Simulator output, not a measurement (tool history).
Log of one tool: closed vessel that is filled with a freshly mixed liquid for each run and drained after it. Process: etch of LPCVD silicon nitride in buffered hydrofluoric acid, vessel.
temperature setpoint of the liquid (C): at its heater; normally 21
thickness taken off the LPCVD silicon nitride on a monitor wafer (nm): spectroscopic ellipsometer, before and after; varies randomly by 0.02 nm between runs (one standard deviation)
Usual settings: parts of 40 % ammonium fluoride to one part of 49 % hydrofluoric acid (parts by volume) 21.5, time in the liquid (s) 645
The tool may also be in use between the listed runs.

run    day  temperature setpoint of the liquid (C)  parts of 40 % ammonium fluoride to one part of 49 % hydrofluoric acid (parts by volume)  time in the liquid (s)  read-back film thickness of the LPCVD silicon nitride reference wafer, read on the same gauge (nm)  thickness taken off the LPCVD silicon nitride on a monitor wafer (nm)
  1  0.000                                      21                                                                                     21.5                     645                                                                                              30.010                                                                  3.944
  2  0.733                                      21                                                                                     21.5                     645                                                                                              30.030                                                                  3.973
  3  1.308                                      21                                                                                     21.5                     645                                                                                              29.981                                                                  3.922
  4  1.742                                      21                                                                                     21.5                     645                                                                                              29.958                                                                  3.967
  5  2.433                                      21                                                                                     21.5                     645                                                                                              30.032                                                                  3.933
  6  4.450                                      23                                                                                     21.5                     645                                                                                              29.970                                                                  4.390
  7  4.792                                      21                                                                                     21.5                     645                                                                                              29.996                                                                  3.945
     5.029  -- hydrofluoric acid flow meter replaced
  8  5.162                                      21                                                                                     21.5                     645                                                                                              29.995                                                                  3.947
  9  5.579                                      21                                                                                     21.5                     645                                                                                              30.002                                                                  3.916
 10  5.971                                      21                                                                                     21.5                     645                                                                                              30.008                                                                  3.997
 11  6.254                                      21                                                                                     21.5                     645                                                                                              29.999                                                                  3.965
 12  6.700                                      21                                                                                     21.5                     645                                                                                              30.030                                                                  3.958
     6.775  -- gauge calibrated
     6.962  -- thermometer replaced
 13  7.008                                      21                                                                                     21.5                     645                                                                                              30.006                                                                  3.933

What does the tool deliver on the next run?
 14  7.704                                      17                                                                                     16.5                     490                                                                                                   ?                                                                      ?

Run 14 measured read-back film thickness of the LPCVD silicon nitride reference wafer, read on the same gauge (nm) 30.007, thickness taken off the LPCVD silicon nitride on a monitor wafer (nm) 3.030.
If the tool had no hidden condition, the same run with the same run-to-run variation would have returned thickness taken off the LPCVD silicon nitride on a monitor wafer (nm) 3.030.
